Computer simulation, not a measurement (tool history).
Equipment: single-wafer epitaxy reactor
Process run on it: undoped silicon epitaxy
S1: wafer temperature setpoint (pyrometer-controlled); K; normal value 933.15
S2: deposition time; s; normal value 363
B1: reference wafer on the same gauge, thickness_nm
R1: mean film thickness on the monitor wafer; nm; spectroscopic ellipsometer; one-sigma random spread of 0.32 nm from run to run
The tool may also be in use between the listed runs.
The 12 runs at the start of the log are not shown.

-- hour=129.7 pyrometer calibrated
run 13 hour=134.3 | S1=933.15 S2=363 | B1=61.125 | R1=73.318
run 14 hour=147.5 | S1=933.15 S2=363 | B1=61.029 | R1=73.930
run 15 hour=154.6 | S1=933.15 S2=363 | B1=60.993 | R1=73.767
run 16 hour=161.3 | S1=933.15 S2=302 | B1=61.000 | R1=61.350
run 17 hour=205.0 | S1=933.15 S2=363 | B1=61.081 | R1=73.366
run 18 hour=215.8 | S1=933.15 S2=363 | B1=60.942 | R1=73.739
run 19 hour=231.9 | S1=943.15 S2=363 | B1=61.039 | R1=94.191
-- hour=240.2 gauge calibrated
run 20 hour=247.8 | S1=933.15 S2=398 | B1=61.003 | R1=81.146
run 21 hour=261.4 | S1=933.15 S2=333 | B1=61.054 | R1=67.932
run 22 hour=273.1 | S1=940.15 S2=327 | B1=60.983 | R1=78.647
run 23 hour=288.6 | S1=933.15 S2=363 | B1=61.042 | R1=74.470
run 24 hour=301.6 | S1=933.15 S2=363 | B1=60.989 | R1=73.871
run 25 hour=322.2 | S1=923.15 S2=302 | B1=61.033 | R1=48.325
run 26 hour=337.3 | S1=933.15 S2=329 | B1=61.037 | R1=67.269
run 27 hour=345.9 | S1=946.15 S2=408 | B1=60.991 | R1=114.702
run 28 hour=357.7 | S1=939.15 S2=430 | B1=61.067 | R1=101.994
run 29 hour=375.0 | S1=933.15 S2=363 | B1=60.975 | R1=74.244
run 30 hour=391.1 | S1=947.15 S2=412 | B1=60.955 | R1=117.922
run 31 hour=403.8 | S1=925.15 S2=416 | B1=60.984 | R1=69.994

Alternative continuations, all from the tool just after run 31; predict every row:
run A hour=404.3 | S1=933.15 S2=363 | B1=? | R1=?
run B hour=404.3 | S1=944.15 S2=382 | B1=? | R1=?
run C hour=404.3 | S1=927.15 S2=400 | B1=? | R1=?
run D hour=404.3 | S1=933.15 S2=296 | B1=? | R1=?

run=A B1=61.009 R1=74.631
run=B B1=61.009 R1=102.240
run=C B1=61.009 R1=71.005
run=D B1=61.009 R1=60.857
With no hidden state in the tool, these same runs would have given:
run=A R1=74.317
run=B R1=101.820
run=C R1=70.701
run=D R1=60.600
